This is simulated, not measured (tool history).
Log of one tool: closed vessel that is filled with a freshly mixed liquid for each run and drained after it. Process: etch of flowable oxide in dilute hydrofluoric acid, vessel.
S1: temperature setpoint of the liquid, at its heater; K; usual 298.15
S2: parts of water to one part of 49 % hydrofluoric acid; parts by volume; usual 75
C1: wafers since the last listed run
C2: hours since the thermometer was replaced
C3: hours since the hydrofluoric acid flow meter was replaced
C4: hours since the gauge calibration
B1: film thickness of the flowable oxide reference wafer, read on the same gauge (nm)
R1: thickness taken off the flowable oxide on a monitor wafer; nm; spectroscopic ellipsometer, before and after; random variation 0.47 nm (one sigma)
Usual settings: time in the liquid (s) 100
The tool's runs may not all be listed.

Run 1, hour 0.0: usual settings but S1 294.15 K, time in the liquid (s) 70; C1 0; C2 690.1; C3 560.2; C4 57.0; B1 60.01. Result: R1 30.17 nm.
Run 2, hour 12.8: usual settings; C1 1641; C2 702.9; C3 573.0; C4 69.8; B1 60.02. Result: R1 51.52 nm.
Run 3, hour 26.1: usual settings; C1 1705; C2 716.2; C3 586.3; C4 83.1; B1 59.99. Result: R1 50.26 nm.
Run 4, hour 37.7: usual settings; C1 1487; C2 727.8; C3 597.9; C4 94.7; B1 59.99. Result: R1 51.73 nm.
Run 5, hour 45.4: usual settings but S1 294.65 K, time in the liquid (s) 75; C1 987; C2 735.5; C3 605.6; C4 102.4; B1 59.97. Result: R1 32.55 nm.
Run 6, hour 61.3: usual settings; C1 2039; C2 751.4; C3 621.5; C4 118.3; B1 60.01. Result: R1 50.79 nm.
Run 7, hour 71.4: usual settings; C1 1295; C2 761.5; C3 631.6; C4 128.4; B1 59.98. Result: R1 51.01 nm.
At hour 80.8: thermometer replaced.
Run 8, hour 88.5: usual settings; C1 2064; C2 7.7; C3 648.7; C4 145.5; B1 60.01. Result: R1 53.43 nm.
Run 9, hour 103.2: usual settings; C1 1885; C2 22.4; C3 663.4; C4 160.2; B1 60.01. Result: R1 53.64 nm.
At hour 108.7: hydrofluoric acid flow meter replaced.
Run 10, hour 119.2: usual settings but S2 90 parts by volume; C1 1923; C2 38.4; C3 10.5; C4 176.2; B1 60.01. Result: R1 44.46 nm.
Run 11, hour 130.0: usual settings; C1 1384; C2 49.2; C3 21.3; C4 187.0; B1 60.00. Result: R1 54.36 nm.
Run 12, hour 142.0: usual settings but S2 55 parts by volume; C1 1538; C2 61.2; C3 33.3; C4 199.0; B1 59.99. Result: R1 74.39 nm.
Run 13, hour 157.1: usual settings but S2 55 parts by volume; C1 1936; C2 76.3; C3 48.4; C4 214.1; B1 60.02. Result: R1 76.10 nm.
Run 14, hour 175.1: usual settings; C1 2308; C2 94.3; C3 66.4; C4 232.1; B1 59.99. Result: R1 54.15 nm.
Run 15, hour 191.9: usual settings but S2 55 parts by volume, time in the liquid (s) 60; C1 2154; C2 111.1; C3 83.2; C4 248.9; B1 60.01. Result: R1 44.72 nm.
Run 16, hour 198.0: usual settings but S1 293.65 K, S2 35 parts by volume, time in the liquid (s) 130; C1 782; C2 117.2; C3 89.3; C4 255.0; B1 60.02. Result: R1 127.90 nm.
Run 17, hour 209.4: usual settings; C1 1461; C2 128.6; C3 100.7; C4 266.4; B1 59.99. Result: R1 54.21 nm.
Run 18, hour 216.2: usual settings but S1 293.15 K, S2 45 parts by volume, time in the liquid (s) 55; C1 872; C2 135.4; C3 107.5; C4 273.2; B1 60.00. Result: R1 41.24 nm.
At hour 218.0: gauge calibrated.
Run 19, hour 233.9: usual settings but S1 293.65 K, S2 105 parts by volume, time in the liquid (s) 145; C1 2269; C2 153.1; C3 125.2; C4 15.9; B1 60.02. Result: R1 44.54 nm.
Run 20, hour 240.6: usual settings but S1 295.65 K, S2 45 parts by volume, time in the liquid (s) 65; C1 859; C2 159.8; C3 131.9; C4 22.6; B1 60.02. Result: R1 55.13 nm.
Run 21, hour 250.7: usual settings but S1 294.65 K, S2 40 parts by volume, time in the liquid (s) 70; C1 1295; C2 169.9; C3 142.0; C4 32.7; B1 60.01. Result: R1 63.96 nm.
Run 22, hour 268.4: usual settings; C1 2269; C2 187.6; C3 159.7; C4 50.4; B1 60.02. Result: R1 52.55 nm.
Run 23, hour 291.5: usual settings but S1 296.15 K; C1 2962; C2 210.7; C3 182.8; C4 73.5; B1 59.97. Result: R1 48.19 nm.
Run 24, hour 305.8: usual settings; C1 1833; C2 225.0; C3 197.1; C4 87.8; B1 59.99. Result: R1 53.39 nm.
Run 25, hour 321.8: usual settings but S1 300.65 K, S2 40 parts by volume, time in the liquid (s) 40; C1 2051; C2 241.0; C3 213.1; C4 103.8; B1 60.04. Result: R1 45.97 nm.
Run 26, hour 333.9: usual settings; C1 1551; C2 253.1; C3 225.2; C4 115.9; B1 60.01. Result: R1 53.08 nm.
Run 27, hour 345.9: usual settings but S1 300.65 K, S2 100 parts by volume, time in the liquid (s) 70; C1 1538; C2 265.1; C3 237.2; C4 127.9; B1 59.99. Result: R1 29.68 nm.
Run 28, hour 352.4: usual settings but S1 302.15 K, S2 55 parts by volume, time in the liquid (s) 150; C1 833; C2 271.6; C3 243.7; C4 134.4; B1 59.98. Result: R1 129.94 nm.
Run 29, hour 361.5: usual settings but S1 301.15 K, S2 55 parts by volume, time in the liquid (s) 145; C1 1166; C2 280.7; C3 252.8; C4 143.5; B1 60.00. Result: R1 120.25 nm.
Run 30, hour 372.0: usual settings but S2 95 parts by volume; C1 1346; C2 291.2; C3 263.3; C4 154.0; B1 60.01. Result: R1 41.15 nm.
Run 31, hour 379.3: usual settings; C1 936; C2 298.5; C3 270.6; C4 161.3; B1 60.00. Result: R1 51.99 nm.
Run 32, hour 385.5: usual settings but S1 296.15 K, S2 115 parts by volume, time in the liquid (s) 70; C1 795; C2 304.7; C3 276.8; C4 167.5; B1 59.99. Result: R1 20.88 nm.
Run 33, hour 394.2: usual settings but S2 40 parts by volume, time in the liquid (s) 45; C1 1115; C2 313.4; C3 285.5; C4 176.2; B1 60.02. Result: R1 46.50 nm.

Forecast each of these 5 alternatives for the next run:
Run A, hour 394.9: usual settings but time in the liquid (s) 140; C1 89; C2 314.1; C3 286.2; C4 176.9; B1 ?. Result: R1 ?.
Run B, hour 394.9: usual settings but time in the liquid (s) 120; C1 89; C2 314.1; C3 286.2; C4 176.9; B1 ?. Result: R1 ?.
Run C, hour 394.9: usual settings but time in the liquid (s) 135; C1 89; C2 314.1; C3 286.2; C4 176.9; B1 ?. Result: R1 ?.
Run D, hour 394.9: usual settings but S1 295.65 K, S2 115 parts by volume, time in the liquid (s) 135; C1 89; C2 314.1; C3 286.2; C4 176.9; B1 ?. Result: R1 ?.
Run E, hour 394.9: usual settings but S1 300.65 K, S2 100 parts by volume, time in the liquid (s) 150; C1 89; C2 314.1; C3 286.2; C4 176.9; B1 ?. Result: R1 ?.

run     B1     R1
  A  59.99  73.40
  B  59.99  62.92
  C  59.99  70.78
  D  59.99  39.79
  E  59.99  63.07
Without the tool's hidden state the same runs would have given:
run     R1
  A  77.19
  B  66.16
  C  74.43
  D  41.83
  E  66.19
